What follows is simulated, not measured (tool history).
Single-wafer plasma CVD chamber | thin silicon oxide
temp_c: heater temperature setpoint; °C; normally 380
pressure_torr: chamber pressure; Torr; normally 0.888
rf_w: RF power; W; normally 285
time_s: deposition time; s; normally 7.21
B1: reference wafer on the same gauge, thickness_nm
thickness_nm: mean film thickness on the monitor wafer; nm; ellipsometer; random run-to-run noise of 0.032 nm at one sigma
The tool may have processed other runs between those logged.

run 1 hour=0.0 | temp_c=380 pressure_torr=0.888 rf_w=285 time_s=7.21 | B1=13.203 | thickness_nm=13.440
run 2 hour=154.0 | temp_c=380 pressure_torr=0.888 rf_w=285 time_s=7.21 | B1=13.202 | thickness_nm=13.371
run 3 hour=202.2 | temp_c=380 pressure_torr=0.888 rf_w=285 time_s=7.21 | B1=13.208 | thickness_nm=13.434
run 4 hour=252.3 | temp_c=380 pressure_torr=0.888 rf_w=285 time_s=7.21 | B1=13.203 | thickness_nm=13.373
run 5 hour=311.0 | temp_c=380 pressure_torr=0.888 rf_w=285 time_s=7.21 | B1=13.195 | thickness_nm=13.420
run 6 hour=358.9 | temp_c=380 pressure_torr=0.888 rf_w=285 time_s=7.21 | B1=13.193 | thickness_nm=13.354
run 7 hour=439.7 | temp_c=380 pressure_torr=0.888 rf_w=285 time_s=7.21 | B1=13.199 | thickness_nm=13.376
-- hour=451.0 thermocouple changed; heater temperature recalibrated
-- hour=509.2 RF generator calibrated
run 8 hour=511.3 | temp_c=380 pressure_torr=0.888 rf_w=285 time_s=7.21 | B1=13.209 | thickness_nm=13.415
run 9 hour=590.4 | temp_c=380 pressure_torr=0.888 rf_w=285 time_s=7.21 | B1=13.198 | thickness_nm=13.350
run 10 hour=650.6 | temp_c=380 pressure_torr=0.888 rf_w=285 time_s=6.69 | B1=13.202 | thickness_nm=12.355
-- hour=690.7 showerhead replaced
run 11 hour=708.0 | temp_c=380 pressure_torr=1.105 rf_w=320 time_s=6.24 | B1=13.216 | thickness_nm=14.550
run 12 hour=744.5 | temp_c=380 pressure_torr=0.757 rf_w=285 time_s=7.21 | B1=13.196 | thickness_nm=11.231
run 13 hour=793.5 | temp_c=380 pressure_torr=0.888 rf_w=305 time_s=7.21 | B1=13.202 | thickness_nm=13.686
run 14 hour=835.0 | temp_c=375 pressure_torr=0.888 rf_w=285 time_s=7.21 | B1=13.206 | thickness_nm=13.345
run 15 hour=881.5 | temp_c=374 pressure_torr=1.010 rf_w=240 time_s=8.03 | B1=13.193 | thickness_nm=15.377
run 16 hour=964.5 | temp_c=393 pressure_torr=0.740 rf_w=305 time_s=6.03 | B1=13.204 | thickness_nm=9.300
run 17 hour=1038.6 | temp_c=380 pressure_torr=0.945 rf_w=310 time_s=7.21 | B1=13.187 | thickness_nm=14.564
run 18 hour=1117.6 | temp_c=380 pressure_torr=0.713 rf_w=265 time_s=7.21 | B1=13.201 | thickness_nm=10.026
-- hour=1228.7 gauge calibrated
run 19 hour=1430.9 | temp_c=384 pressure_torr=0.888 rf_w=285 time_s=7.21 | B1=13.200 | thickness_nm=13.161
run 20 hour=1510.1 | temp_c=380 pressure_torr=0.888 rf_w=285 time_s=7.21 | B1=13.194 | thickness_nm=13.190
run 21 hour=1571.8 | temp_c=380 pressure_torr=0.888 rf_w=285 time_s=7.21 | B1=13.203 | thickness_nm=13.257
run 22 hour=1673.2 | temp_c=380 pressure_torr=0.888 rf_w=285 time_s=7.21 | B1=13.205 | thickness_nm=13.189
-- hour=1723.8 capacitance manometer re-zeroed and calibrated
run 23 hour=1772.2 | temp_c=393 pressure_torr=0.888 rf_w=330 time_s=7.87 | B1=13.202 | thickness_nm=15.407
-- hour=1829.5 RF generator calibrated
run 24 hour=1867.5 | temp_c=380 pressure_torr=0.683 rf_w=240 time_s=7.21 | B1=13.198 | thickness_nm=9.100
run 25 hour=1934.2 | temp_c=388 pressure_torr=1.058 rf_w=285 time_s=7.21 | B1=13.195 | thickness_nm=15.491
run 26 hour=2030.0 | temp_c=385 pressure_torr=0.888 rf_w=285 time_s=7.21 | B1=13.208 | thickness_nm=13.325
run 27 hour=2097.5 | temp_c=369 pressure_torr=0.888 rf_w=285 time_s=7.21 | B1=13.211 | thickness_nm=13.406
run 28 hour=2366.0 | temp_c=380 pressure_torr=0.888 rf_w=285 time_s=7.21 | B1=13.203 | thickness_nm=13.297
run 29 hour=2446.8 | temp_c=367 pressure_torr=0.751 rf_w=285 time_s=7.92 | B1=13.201 | thickness_nm=12.283

Consider 3 possible next runs. They are alternatives, not a sequence: every one starts from the tool as it was left by run 29. What does each give?
run A hour=2447.2 | temp_c=380 pressure_torr=0.888 rf_w=285 time_s=7.21 | B1=? | thickness_nm=?
run B hour=2447.2 | temp_c=366 pressure_torr=0.888 rf_w=285 time_s=7.99 | B1=? | thickness_nm=?
run C hour=2447.2 | temp_c=366 pressure_torr=0.720 rf_w=285 time_s=7.21 | B1=? | thickness_nm=?

run=A B1=13.195 thickness_nm=13.328
run=B B1=13.195 thickness_nm=14.889
run=C B1=13.195 thickness_nm=10.639
Take away the tool's hidden state, keep each run's random variation, and the runs would have read:
run=A thickness_nm=13.489
run=B thickness_nm=15.068
run=C thickness_nm=10.795
